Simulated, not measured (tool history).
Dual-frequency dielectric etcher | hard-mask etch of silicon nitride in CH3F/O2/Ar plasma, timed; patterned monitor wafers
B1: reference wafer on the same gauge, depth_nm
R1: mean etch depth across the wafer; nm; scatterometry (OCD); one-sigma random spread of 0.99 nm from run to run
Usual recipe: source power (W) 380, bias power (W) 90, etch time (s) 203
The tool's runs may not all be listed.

{"run": 1, "hour": 0.0, "source power (W)": 380, "bias power (W)": 90, "etch time (s)": 203, "B1": 158.9, "R1": 150.3}
{"run": 2, "hour": 63.9, "source power (W)": 380, "bias power (W)": 90, "etch time (s)": 203, "B1": 159, "R1": 150.4}
{"run": 3, "hour": 119.6, "source power (W)": 380, "bias power (W)": 90, "etch time (s)": 203, "B1": 159.2, "R1": 149.1}
{"run": 4, "hour": 183.0, "source power (W)": 380, "bias power (W)": 90, "etch time (s)": 203, "B1": 159.1, "R1": 149.3}
{"hour": 230.9, "done": "wet clean of the chamber, repeated, since the last time left the tool worse"}
{"run": 5, "hour": 231.2, "source power (W)": 380, "bias power (W)": 90, "etch time (s)": 203, "B1": 158.8, "R1": 158.7}
{"run": 6, "hour": 299.8, "source power (W)": 380, "bias power (W)": 90, "etch time (s)": 203, "B1": 159.1, "R1": 159.5}
{"run": 7, "hour": 345.6, "source power (W)": 380, "bias power (W)": 90, "etch time (s)": 203, "B1": 159, "R1": 156.7}
{"hour": 354.3, "done": "source power generator calibrated"}
{"run": 8, "hour": 400.1, "source power (W)": 380, "bias power (W)": 90, "etch time (s)": 203, "B1": 158.9, "R1": 157.1}
{"hour": 446.7, "done": "upper electrode replaced"}
{"run": 9, "hour": 447.2, "source power (W)": 380, "bias power (W)": 90, "etch time (s)": 203, "B1": 159, "R1": 158}
{"run": 10, "hour": 450.3, "source power (W)": 380, "bias power (W)": 90, "etch time (s)": 203, "B1": 159, "R1": 156.7}
{"run": 11, "hour": 508.7, "source power (W)": 380, "bias power (W)": 90, "etch time (s)": 203, "B1": 158.8, "R1": 157.6}
{"run": 12, "hour": 564.4, "source power (W)": 380, "bias power (W)": 90, "etch time (s)": 203, "B1": 159, "R1": 157.3}
{"run": 13, "hour": 613.9, "source power (W)": 310, "bias power (W)": 101, "etch time (s)": 203, "B1": 159, "R1": 150}
{"hour": 680.2, "done": "wet clean of the chamber"}
{"run": 14, "hour": 781.5, "source power (W)": 380, "bias power (W)": 90, "etch time (s)": 203, "B1": 159.1, "R1": 158.3}
{"run": 15, "hour": 830.5, "source power (W)": 410, "bias power (W)": 72, "etch time (s)": 224.5, "B1": 159, "R1": 169.1}
{"run": 16, "hour": 856.8, "source power (W)": 380, "bias power (W)": 80, "etch time (s)": 203, "B1": 159, "R1": 152.7}
{"hour": 903.8, "done": "gauge calibrated"}
{"run": 17, "hour": 921.6, "source power (W)": 290, "bias power (W)": 104, "etch time (s)": 166.5, "B1": 159, "R1": 122.2}
{"run": 18, "hour": 965.0, "source power (W)": 380, "bias power (W)": 104, "etch time (s)": 259.5, "B1": 159.1, "R1": 208}
{"run": 19, "hour": 998.1, "source power (W)": 380, "bias power (W)": 90, "etch time (s)": 203, "B1": 159.1, "R1": 155.9}
{"run": 20, "hour": 1043.0, "source power (W)": 450, "bias power (W)": 100, "etch time (s)": 220, "B1": 158.9, "R1": 184.6}
{"hour": 1082.4, "done": "bias power generator calibrated"}
{"run": 21, "hour": 1099.7, "source power (W)": 320, "bias power (W)": 73, "etch time (s)": 142, "B1": 158.8, "R1": 96.9}
{"hour": 1179.6, "done": "wet clean of the chamber"}
{"run": 22, "hour": 1180.1, "source power (W)": 410, "bias power (W)": 97, "etch time (s)": 241.5, "B1": 159, "R1": 197.7}
{"run": 23, "hour": 1219.6, "source power (W)": 420, "bias power (W)": 103, "etch time (s)": 259.5, "B1": 159.1, "R1": 218.3}
{"run": 24, "hour": 1255.8, "source power (W)": 320, "bias power (W)": 73, "etch time (s)": 142, "B1": 159.1, "R1": 100.1}
{"run": 25, "hour": 1295.7, "source power (W)": 380, "bias power (W)": 90, "etch time (s)": 203, "B1": 158.9, "R1": 159.4}
{"run": 26, "hour": 1343.3, "source power (W)": 300, "bias power (W)": 109, "etch time (s)": 175, "B1": 159, "R1": 133.2}
{"run": 27, "hour": 1389.3, "source power (W)": 350, "bias power (W)": 90, "etch time (s)": 158, "B1": 158.9, "R1": 118.7}
{"run": 28, "hour": 1453.9, "source power (W)": 340, "bias power (W)": 106, "etch time (s)": 159, "B1": 159.2, "R1": 122.9}
{"run": 29, "hour": 1509.9, "source power (W)": 310, "bias power (W)": 73, "etch time (s)": 203, "B1": 159.1, "R1": 138.2}
{"run": 30, "hour": 1553.2, "source power (W)": 380, "bias power (W)": 90, "etch time (s)": 203, "B1": 158.9, "R1": 156.4}

For each run, the measured value with the value that run would have given without the tool's hidden condition subtracted. The run-to-run variation is shared by both, the gauge scatter possibly not:
The tool's hidden condition here consists of: etch rate over this chamber's usual, %; source power that arrives over what is set, %; bias power that arrives over what is set, %; gauge reads high (%).
run=1 R1=-8.6
run=2 R1=-9.3
run=3 R1=-9.9
run=4 R1=-10.6
run=5 R1=+0.2
run=6 R1=-0.6
run=7 R1=-1.1
run=8 R1=-1.7
run=9 R1=-2.2
run=10 R1=-2.2
run=11 R1=-2.9
run=12 R1=-3.5
run=13 R1=-3.9
run=14 R1=-0.6
run=15 R1=-1.3
run=16 R1=-1.5
run=17 R1=-1.7
run=18 R1=-3.5
run=19 R1=-3
run=20 R1=-4.2
run=21 R1=-2.6
run=22 R1=+0.1
run=23 R1=-0.6
run=24 R1=-0.5
run=25 R1=-1.3
run=26 R1=-1.4
run=27 R1=-1.7
run=28 R1=-2.3
run=29 R1=-3.1
run=30 R1=-4.1
